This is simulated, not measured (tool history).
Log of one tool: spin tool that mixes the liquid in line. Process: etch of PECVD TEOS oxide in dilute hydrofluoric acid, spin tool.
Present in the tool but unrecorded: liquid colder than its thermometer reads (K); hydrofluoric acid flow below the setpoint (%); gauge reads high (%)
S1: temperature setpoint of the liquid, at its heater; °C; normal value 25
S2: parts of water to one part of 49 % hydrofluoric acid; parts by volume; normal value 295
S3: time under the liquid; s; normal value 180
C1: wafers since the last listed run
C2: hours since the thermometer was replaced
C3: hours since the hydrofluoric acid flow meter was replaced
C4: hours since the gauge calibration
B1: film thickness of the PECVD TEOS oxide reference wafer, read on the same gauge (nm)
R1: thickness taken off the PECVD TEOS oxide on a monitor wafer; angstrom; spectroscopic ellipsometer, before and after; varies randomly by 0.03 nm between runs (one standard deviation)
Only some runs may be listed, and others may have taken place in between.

run   hour    S1   S2   S3   C1     C2     C3     C4      B1     R1
  1      0    25  295  230    0  489.4  601.8  152.5  89.987  50.55
  2   30.7    25  295  180  325  520.1  632.5  183.2  89.978  38.81
  3   65.3    28  295  180  366  554.7  667.1  217.8  89.988  44.15
  4  100.9    28  295  180  377  590.3  702.7  253.4  90.003  43.08
  5  118.1    22  180  180  182  607.5  719.9  270.6  90.001  65.63
  6    140    22  180  180  232  629.4  741.8  292.5  89.979  64.42
  7  161.6    25  295  180  228    651  763.4  314.1  90.026  38.49
  8  187.8    25  295  180  277  677.2  789.6  340.3  90.009  39.03
  9  211.8    25  295  180  254  701.2  813.6  364.3  90.008  38.18
     247.3  -- thermometer replaced
     273.7  -- hydrofluoric acid flow meter replaced
 10  291.5    25  295  180  823   44.2   17.8    444  90.008  43.17
 11    314  21.5  295  130  238   66.7   40.3  466.5  90.021  27.44
 12  404.6    25  295   75  960  157.3  130.9  557.1  89.999   17.6
 13  432.8    21  295  180  298  185.5  159.1  585.3  90.011  36.48
 14  460.8    25  295   75  296  213.5  187.1  613.3  90.016  17.55
       469  -- gauge calibrated
 15  491.2  29.5  390  115  322  243.9  217.5   22.2  90.027  21.26
 16    506    22  430  275  156  258.7  232.3     37  90.002  35.33
 17  540.3    25  360  120  363    293  266.6   71.3   90.02  21.06
 18  564.5    25  200  120  256  317.2  290.8   95.5  89.998   45.2
 19  589.3    22  200  110  262    342  315.6  120.3  89.992  37.28

Take each entry between the runs: how does the hidden state at the last listed run before it differ from the hidden state at the first listed run after it?
Between runs 9 and 10: thermometer replaced (hour 247.3); hydrofluoric acid flow meter replaced (hour 273.7)
  hydrofluoric acid flow below the setpoint (%): 7.8 -> 0.195
  measured result minus the result with no hidden state, R1: -4.26 -> -0.11 angstrom
Between runs 14 and 15: gauge calibrated (hour 469)
  hydrofluoric acid flow below the setpoint (%): 1.78 -> 2.06
  measured result minus the result with no hidden state, R1: -0.41 -> -0.63 angstrom
